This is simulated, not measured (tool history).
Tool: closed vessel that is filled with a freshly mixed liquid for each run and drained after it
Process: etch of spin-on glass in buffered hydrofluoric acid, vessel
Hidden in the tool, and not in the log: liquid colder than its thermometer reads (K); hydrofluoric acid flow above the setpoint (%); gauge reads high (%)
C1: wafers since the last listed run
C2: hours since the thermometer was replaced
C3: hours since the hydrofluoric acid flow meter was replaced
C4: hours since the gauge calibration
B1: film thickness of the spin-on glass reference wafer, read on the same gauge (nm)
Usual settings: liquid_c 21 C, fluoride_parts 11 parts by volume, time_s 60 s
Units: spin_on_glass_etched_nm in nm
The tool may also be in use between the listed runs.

{"run": 1, "hour": 0.0, "liquid_c": 17, "fluoride_parts": 9, "time_s": 60, "C1": 0, "C2": 2080.4, "C3": 785.2, "C4": 474.3, "B1": 90.03, "spin_on_glass_etched_nm": 175.41}
{"run": 2, "hour": 50.9, "liquid_c": 19.5, "fluoride_parts": 11, "time_s": 60, "C1": 6551, "C2": 2131.3, "C3": 836.1, "C4": 525.2, "B1": 89.99, "spin_on_glass_etched_nm": 172.05}
{"run": 3, "hour": 85.2, "liquid_c": 19.5, "fluoride_parts": 11, "time_s": 60, "C1": 4414, "C2": 2165.6, "C3": 870.4, "C4": 559.5, "B1": 90.01, "spin_on_glass_etched_nm": 173.97}
{"run": 4, "hour": 112.6, "liquid_c": 23, "fluoride_parts": 11, "time_s": 60, "C1": 3526, "C2": 2193, "C3": 897.8, "C4": 586.9, "B1": 89.98, "spin_on_glass_etched_nm": 213.83}
{"run": 5, "hour": 181.5, "liquid_c": 23, "fluoride_parts": 11, "time_s": 60, "C1": 8867, "C2": 2261.9, "C3": 966.7, "C4": 655.8, "B1": 89.99, "spin_on_glass_etched_nm": 211.36}
{"run": 6, "hour": 251.5, "liquid_c": 23, "fluoride_parts": 11, "time_s": 60, "C1": 9009, "C2": 2331.9, "C3": 1036.7, "C4": 725.8, "B1": 90, "spin_on_glass_etched_nm": 211.08}
{"run": 7, "hour": 286.8, "liquid_c": 21, "fluoride_parts": 11, "time_s": 60, "C1": 4543, "C2": 2367.2, "C3": 1072, "C4": 761.1, "B1": 89.99, "spin_on_glass_etched_nm": 191.25}
{"hour": 337.0, "done": "gauge calibrated"}
{"run": 8, "hour": 345.5, "liquid_c": 21, "fluoride_parts": 11, "time_s": 60, "C1": 7555, "C2": 2425.9, "C3": 1130.7, "C4": 8.5, "B1": 90, "spin_on_glass_etched_nm": 187.26}
{"run": 9, "hour": 396.3, "liquid_c": 21, "fluoride_parts": 8, "time_s": 60, "C1": 6538, "C2": 2476.7, "C3": 1181.5, "C4": 59.3, "B1": 89.99, "spin_on_glass_etched_nm": 257.54}
{"run": 10, "hour": 460.7, "liquid_c": 21, "fluoride_parts": 11, "time_s": 60, "C1": 8288, "C2": 2541.1, "C3": 1245.9, "C4": 123.7, "B1": 89.98, "spin_on_glass_etched_nm": 191.79}
{"run": 11, "hour": 506.7, "liquid_c": 21, "fluoride_parts": 11, "time_s": 60, "C1": 5920, "C2": 2587.1, "C3": 1291.9, "C4": 169.7, "B1": 89.99, "spin_on_glass_etched_nm": 188.34}
{"run": 12, "hour": 545.4, "liquid_c": 21, "fluoride_parts": 10, "time_s": 75, "C1": 4980, "C2": 2625.8, "C3": 1330.6, "C4": 208.4, "B1": 90, "spin_on_glass_etched_nm": 248.97}
{"run": 13, "hour": 757.0, "liquid_c": 21, "fluoride_parts": 11, "time_s": 60, "C1": 27234, "C2": 2837.4, "C3": 1542.2, "C4": 420, "B1": 90, "spin_on_glass_etched_nm": 186.74}
{"run": 14, "hour": 806.9, "liquid_c": 24.5, "fluoride_parts": 11, "time_s": 30, "C1": 6422, "C2": 2887.3, "C3": 1592.1, "C4": 469.9, "B1": 90, "spin_on_glass_etched_nm": 114.36}
{"run": 15, "hour": 867.5, "liquid_c": 17, "fluoride_parts": 14, "time_s": 75, "C1": 7799, "C2": 2947.9, "C3": 1652.7, "C4": 530.5, "B1": 89.99, "spin_on_glass_etched_nm": 149.72}
{"hour": 871.1, "done": "thermometer replaced"}
{"run": 16, "hour": 909.8, "liquid_c": 24, "fluoride_parts": 14.5, "time_s": 30, "C1": 5315, "C2": 38.7, "C3": 1695, "C4": 572.8, "B1": 90.01, "spin_on_glass_etched_nm": 99.49}
{"run": 17, "hour": 958.5, "liquid_c": 21, "fluoride_parts": 11, "time_s": 60, "C1": 6267, "C2": 87.4, "C3": 1743.7, "C4": 621.5, "B1": 90.02, "spin_on_glass_etched_nm": 223.25}
{"run": 18, "hour": 998.8, "liquid_c": 21, "fluoride_parts": 11, "time_s": 45, "C1": 5186, "C2": 127.7, "C3": 1784, "C4": 661.8, "B1": 90, "spin_on_glass_etched_nm": 165.92}
{"run": 19, "hour": 1035.9, "liquid_c": 25, "fluoride_parts": 11, "time_s": 90, "C1": 4774, "C2": 164.8, "C3": 1821.1, "C4": 698.9, "B1": 90, "spin_on_glass_etched_nm": 417.99}
{"run": 20, "hour": 1061.8, "liquid_c": 21, "fluoride_parts": 7, "time_s": 60, "C1": 3333, "C2": 190.7, "C3": 1847, "C4": 724.8, "B1": 90, "spin_on_glass_etched_nm": 340.79}
{"hour": 1082.2, "done": "hydrofluoric acid flow meter replaced"}
{"run": 21, "hour": 1095.6, "liquid_c": 25, "fluoride_parts": 8.5, "time_s": 80, "C1": 4221, "C2": 224.5, "C3": 13.4, "C4": 758.6, "B1": 89.98, "spin_on_glass_etched_nm": 413.35}
{"hour": 1123.3, "done": "gauge calibrated"}
{"run": 22, "hour": 1162.0, "liquid_c": 23, "fluoride_parts": 11, "time_s": 40, "C1": 8546, "C2": 290.9, "C3": 79.8, "C4": 38.7, "B1": 90, "spin_on_glass_etched_nm": 145.49}
{"run": 23, "hour": 1225.8, "liquid_c": 17, "fluoride_parts": 11, "time_s": 40, "C1": 8211, "C2": 354.7, "C3": 143.6, "C4": 102.5, "B1": 89.99, "spin_on_glass_etched_nm": 106.93}
{"run": 24, "hour": 1265.4, "liquid_c": 21, "fluoride_parts": 11, "time_s": 60, "C1": 5096, "C2": 394.3, "C3": 183.2, "C4": 142.1, "B1": 89.99, "spin_on_glass_etched_nm": 197.69}
{"run": 25, "hour": 1304.9, "liquid_c": 21, "fluoride_parts": 11, "time_s": 60, "C1": 5083, "C2": 433.8, "C3": 222.7, "C4": 181.6, "B1": 89.99, "spin_on_glass_etched_nm": 195.87}
{"run": 26, "hour": 1363.0, "liquid_c": 21, "fluoride_parts": 11, "time_s": 60, "C1": 7477, "C2": 491.9, "C3": 280.8, "C4": 239.7, "B1": 90.01, "spin_on_glass_etched_nm": 195.72}
{"run": 27, "hour": 1441.8, "liquid_c": 21, "fluoride_parts": 8.5, "time_s": 60, "C1": 10142, "C2": 570.7, "C3": 359.6, "C4": 318.5, "B1": 90.01, "spin_on_glass_etched_nm": 247.33}

Forecast each of these 4 alternatives for the next run:
{"run": "A", "hour": 1442.5, "liquid_c": 21, "fluoride_parts": 11, "time_s": 60, "C1": 90, "C2": 571.4, "C3": 360.3, "C4": 319.2, "B1": "?", "spin_on_glass_etched_nm": "?"}
{"run": "B", "hour": 1442.5, "liquid_c": 21, "fluoride_parts": 8, "time_s": 40, "C1": 90, "C2": 571.4, "C3": 360.3, "C4": 319.2, "B1": "?", "spin_on_glass_etched_nm": "?"}
{"run": "C", "hour": 1442.5, "liquid_c": 21, "fluoride_parts": 11, "time_s": 70, "C1": 90, "C2": 571.4, "C3": 360.3, "C4": 319.2, "B1": "?", "spin_on_glass_etched_nm": "?"}
{"run": "D", "hour": 1442.5, "liquid_c": 26, "fluoride_parts": 11, "time_s": 70, "C1": 90, "C2": 571.4, "C3": 360.3, "C4": 319.2, "B1": "?", "spin_on_glass_etched_nm": "?"}

run=A B1=90.01 spin_on_glass_etched_nm=197.62
run=B B1=90.01 spin_on_glass_etched_nm=176.05
run=C B1=90.01 spin_on_glass_etched_nm=230.56
run=D B1=90.01 spin_on_glass_etched_nm=303.45
Without the tool's hidden state the same runs would have given:
run=A spin_on_glass_etched_nm=199.53
run=B spin_on_glass_etched_nm=177.24
run=C spin_on_glass_etched_nm=232.78
run=D spin_on_glass_etched_nm=306.04
